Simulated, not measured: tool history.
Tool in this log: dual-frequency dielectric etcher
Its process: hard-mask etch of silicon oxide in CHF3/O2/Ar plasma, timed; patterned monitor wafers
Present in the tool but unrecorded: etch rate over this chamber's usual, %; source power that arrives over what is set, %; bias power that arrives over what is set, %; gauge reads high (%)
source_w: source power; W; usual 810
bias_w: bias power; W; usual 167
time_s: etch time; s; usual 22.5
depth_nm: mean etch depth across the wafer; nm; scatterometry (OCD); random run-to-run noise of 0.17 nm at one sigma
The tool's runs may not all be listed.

| run | day | source_w | bias_w | time_s | wafers since the last listed run | hours since the last wet clean | hours since the last source power generator calibration | hours since the last bias power generator calibration | hours since the last upper electrode change | hours since the gauge calibration | read-back reference wafer on the same gauge, depth_nm | depth_nm |
|---|---|---|---|---|---|---|---|---|---|---|---|---|
| 1 | 0 | 680 | 167 | 22.5 | 0 | 190.7 | 4006 | 2797.7 | 1979.2 | 486.3 | 56.62 | 48.32 |
| 2 | 1.738 | 810 | 196 | 22.5 | 408 | 232.4 | 4047.7 | 2839.4 | 2020.9 | 528 | 56.65 | 56.46 |
| 3 | 3.129 | 940 | 167 | 22.5 | 327 | 265.8 | 4081.1 | 2872.8 | 2054.3 | 561.4 | 56.75 | 57.42 |
| 4 | 5.617 | 940 | 167 | 22.5 | 584 | 325.5 | 4140.8 | 2932.5 | 2114 | 621.1 | 56.7 | 57.87 |
|  | 8.879 | wet clean of the chamber |
| 5 | 8.9 | 940 | 167 | 22.5 | 536 | 0.5 | 4219.6 | 3011.3 | 2192.8 | 699.9 | 56.68 | 56 |
| 6 | 10.179 | 810 | 150 | 22.5 | 300 | 31.2 | 4250.3 | 3042 | 2223.5 | 730.6 | 56.64 | 50.3 |
| 7 | 11.358 | 810 | 150 | 22.5 | 277 | 59.5 | 4278.6 | 3070.3 | 2251.8 | 758.9 | 56.66 | 50.36 |
| 8 | 14.208 | 810 | 167 | 22.5 | 670 | 127.9 | 4347 | 3138.7 | 2320.2 | 827.3 | 56.66 | 52.33 |
| 9 | 16.754 | 810 | 167 | 22.5 | 598 | 189 | 4408.1 | 3199.8 | 2381.3 | 888.4 | 56.69 | 52.85 |
| 10 | 19.583 | 810 | 167 | 22.5 | 665 | 256.9 | 4476 | 3267.7 | 2449.2 | 956.3 | 56.69 | 53.51 |
|  | 20.375 | bias power generator calibrated |
|  | 21.454 | gauge calibrated |
|  | 21.462 | source power generator calibrated |
| 11 | 21.85 | 810 | 185 | 22.5 | 454 | 311.3 | 9.3 | 35.4 | 2503.6 | 9.5 | 56.67 | 55.39 |
|  | 25.75 | wet clean of the chamber |
| 12 | 26.283 | 810 | 185 | 22.5 | 807 | 12.8 | 115.7 | 141.8 | 2610 | 115.9 | 56.68 | 53.43 |
| 13 | 28.421 | 810 | 185 | 22.5 | 502 | 64.1 | 167 | 193.1 | 2661.3 | 167.2 | 56.75 | 54.29 |
| 14 | 31.233 | 810 | 167 | 22.5 | 661 | 131.6 | 234.5 | 260.6 | 2728.8 | 234.7 | 56.7 | 52.5 |
| 15 | 32.321 | 810 | 185 | 22.5 | 255 | 157.7 | 260.6 | 286.7 | 2754.9 | 260.8 | 56.62 | 54.38 |
|  | 33.929 | upper electrode replaced |
| 16 | 33.975 | 910 | 167 | 22.5 | 153 | 197.4 | 300.3 | 326.4 | 1.1 | 300.5 | 56.6 | 56.24 |
| 17 | 36.375 | 980 | 167 | 22.5 | 564 | 255 | 357.9 | 384 | 58.7 | 358.1 | 56.69 | 58.2 |
| 18 | 38.558 | 810 | 167 | 22.5 | 513 | 307.4 | 410.3 | 436.4 | 111.1 | 410.5 | 56.66 | 53.57 |
|  | 40.717 | wet clean of the chamber |
| 19 | 40.738 | 810 | 185 | 22.5 | 277 | 0.5 | 462.6 | 488.7 | 163.4 | 462.8 | 56.77 | 53.99 |
| 20 | 42.438 | 710 | 126 | 18 | 399 | 41.3 | 503.4 | 529.5 | 204.2 | 503.6 | 56.66 | 35.51 |
| 21 | 45.25 | 940 | 140 | 22.5 | 661 | 108.8 | 570.9 | 597 | 271.7 | 571.1 | 56.78 | 53.39 |
| 22 | 46.633 | 630 | 167 | 22.5 | 325 | 142 | 604.1 | 630.2 | 304.9 | 604.3 | 56.68 | 46.16 |
| 23 | 49.4 | 910 | 134 | 25 | 650 | 208.4 | 670.5 | 696.6 | 371.3 | 670.7 | 56.61 | 58.27 |
| 24 | 50.954 | 990 | 167 | 22.5 | 365 | 245.7 | 707.8 | 733.9 | 408.6 | 708 | 56.64 | 58.75 |
| 25 | 53.65 | 930 | 144 | 18.5 | 633 | 310.4 | 772.5 | 798.6 | 473.3 | 772.7 | 56.77 | 45 |
|  | 54.379 | gauge calibrated |
| 26 | 55.617 | 810 | 167 | 22.5 | 462 | 357.6 | 819.7 | 845.8 | 520.5 | 29.7 | 56.72 | 53.88 |
|  | 57.404 | wet clean of the chamber |
| 27 | 57.425 | 900 | 197 | 18 | 190 | 0.5 | 863.1 | 889.2 | 563.9 | 73.1 | 56.76 | 46.26 |
| 28 | 58.275 | 710 | 126 | 18 | 199 | 20.9 | 883.5 | 909.6 | 584.3 | 93.5 | 56.7 | 35.39 |
| 29 | 60.775 | 810 | 204 | 22.5 | 587 | 80.9 | 943.5 | 969.6 | 644.3 | 153.5 | 56.75 | 55.7 |

The tool's hidden state at each run:
source power that arrives over what is set, %: 0 across all the runs
bias power that arrives over what is set, %: 0 across all the runs
gauge reads high (%): 0 across all the runs
H1: etch rate over this chamber's usual, %
| run | H1 |
|---|---|
| 1 | 2.38 |
| 2 | 2.83 |
| 3 | 3.19 |
| 4 | 3.85 |
| 5 | -0.0252 |
| 6 | 0.31 |
| 7 | 0.618 |
| 8 | 1.36 |
| 9 | 2.03 |
| 10 | 2.77 |
| 11 | 3.36 |
| 12 | -0.0524 |
| 13 | 0.507 |
| 14 | 1.24 |
| 15 | 1.53 |
| 16 | 1.96 |
| 17 | 2.59 |
| 18 | 3.16 |
| 19 | 0.0456 |
| 20 | 0.49 |
| 21 | 1.23 |
| 22 | 1.59 |
| 23 | 2.31 |
| 24 | 2.72 |
| 25 | 3.42 |
| 26 | 3.94 |
| 27 | -0.243 |
| 28 | -0.0205 |
| 29 | 0.634 |
